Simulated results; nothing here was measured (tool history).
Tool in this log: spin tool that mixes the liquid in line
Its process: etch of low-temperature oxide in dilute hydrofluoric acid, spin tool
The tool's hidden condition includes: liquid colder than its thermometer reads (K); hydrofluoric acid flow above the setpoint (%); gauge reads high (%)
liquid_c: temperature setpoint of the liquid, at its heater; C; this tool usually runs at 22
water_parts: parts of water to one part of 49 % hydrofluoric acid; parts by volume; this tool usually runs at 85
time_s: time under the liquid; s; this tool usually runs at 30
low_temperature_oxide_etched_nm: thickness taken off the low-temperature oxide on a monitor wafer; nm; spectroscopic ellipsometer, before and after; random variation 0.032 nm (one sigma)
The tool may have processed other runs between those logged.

run   hour  liquid_c  water_parts  time_s  wafers since the last listed run  hours since the thermometer was replaced  hours since the hydrofluoric acid flow meter was replaced  hours since the gauge calibration  read-back film thickness of the low-temperature oxide reference wafer, read on the same gauge (nm)  low_temperature_oxide_etched_nm
  1      0        22           85      30                                 0                                    1585.8                                                       1138                              105.2                                                                                               39.96                             8.23
  2     37        22           85      30                               374                                    1622.8                                                       1175                              142.2                                                                                                  40                             8.24
  3   68.7        22           85      30                               320                                    1654.5                                                     1206.7                              173.9                                                                                                  40                             8.26
  4  108.8        22           85      30                               405                                    1694.6                                                     1246.8                                214                                                                                                  40                             8.22
  5  168.6        22           85      30                               605                                    1754.4                                                     1306.6                              273.8                                                                                               39.99                             8.24
  6  203.7        22           85      30                               355                                    1789.5                                                     1341.7                              308.9                                                                                               40.02                             8.21
  7  228.9        22           85      30                               254                                    1814.7                                                     1366.9                              334.1                                                                                               40.01                             8.19
       250  -- hydrofluoric acid flow meter replaced
  8  255.3        22           85      30                               256                                    1841.1                                                        5.3                              360.5                                                                                               40.04                             7.91
     311.9  -- gauge calibrated
  9  324.3        22           65      30                               698                                    1910.1                                                       74.3                               12.4                                                                                                  40                             10.6
     340.4  -- thermometer replaced
 10    349        22           85      30                               239                                       8.6                                                         99                               37.1                                                                                               39.97                             8.56
 11  400.8        22           60      20                               524                                      60.4                                                      150.8                               88.9                                                                                               40.01                             8.31
 12  471.1        18           70      40                               711                                     130.7                                                      221.1                              159.2                                                                                                  40                            11.85
 13  507.2      19.5           85      50                               365                                     166.8                                                      257.2                              195.3                                                                                               39.98                             12.8
 14  569.1      17.5           60      45                               626                                     228.7                                                      319.1                              257.2                                                                                               39.98                            15.28
 15  699.6        22           70      20                              1320                                     359.2                                                      449.6                              387.7                                                                                               39.98                             6.98

For each run, the measured value with the value that run would have given without the tool's hidden condition subtracted. The run-to-run variation is shared by both, the gauge scatter possibly not:
run  low_temperature_oxide_etched_nm
  1                            -0.42
  2                            -0.43
  3                            -0.44
  4                            -0.45
  5                            -0.47
  6                            -0.47
  7                            -0.48
  8                            -0.78
  9                            -1.08
 10                            -0.11
 11                            -0.12
 12                            -0.21
 13                            -0.23
 14                            -0.33
 15                            -0.16
